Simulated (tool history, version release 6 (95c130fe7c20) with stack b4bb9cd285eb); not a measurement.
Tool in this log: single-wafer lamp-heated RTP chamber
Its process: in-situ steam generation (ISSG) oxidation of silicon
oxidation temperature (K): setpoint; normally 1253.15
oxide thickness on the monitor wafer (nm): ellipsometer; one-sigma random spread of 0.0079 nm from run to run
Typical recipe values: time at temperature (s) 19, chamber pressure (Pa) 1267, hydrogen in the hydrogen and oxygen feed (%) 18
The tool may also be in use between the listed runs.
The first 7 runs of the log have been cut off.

run,hour,oxidation temperature (K),time at temperature (s),chamber pressure (Pa),hydrogen in the hydrogen and oxygen feed (%),"read-back reference wafer on the same gauge, thickness",oxide thickness on the monitor wafer (nm)
8,307.0,1253.15,19,1200,18,5.795,5.308
9,350.1,1253.15,19,1200,18,5.788,5.311
10,407.5,1270.15,19,1360,24,5.788,5.936
11,450.1,1253.15,16,1360,18,5.790,4.853
12,513.4,1268.15,17,1267,11,5.789,4.801
13,542.7,1253.15,22,1267,21,5.789,5.866
14,580.2,1253.15,23,1267,11,5.792,5.245
15,615.0,1253.15,19,1267,18,5.789,5.328
16,665.4,1253.15,19,1267,18,5.792,5.323
17,695.4,1253.15,19,1267,21,5.790,5.510
# hour 736.7: hydrogen flow controller replaced
18,762.4,1243.15,23,1267,23,5.786,5.909
19,793.9,1268.15,19,1267,14,5.791,5.375
# hour 813.7: gauge calibrated
20,841.0,1253.15,24,1267,18,5.789,5.944
# hour 1015.8: pyrometer window cleaned and pyrometer calibrated
21,1025.1,1268.15,19,1267,14,5.792,5.250
22,1080.2,1253.15,19,1147,12,5.790,4.856
# hour 1236.6: pressure gauge zeroed
23,1266.8,1253.15,19,1360,12,5.792,4.793
24,1290.9,1243.15,26,1267,13,5.794,5.493

Run 25 has not been measured yet. What should we expect?
25,1319.3,1253.15,19,1267,18,?,?

Logged for run 25: read-back reference wafer on the same gauge, thickness 5.790, oxide thickness on the monitor wafer (nm) 5.290.
Take away the tool's hidden state, keep the run-to-run variation as it was, and the same run would have given oxide thickness on the monitor wafer (nm) 5.259.
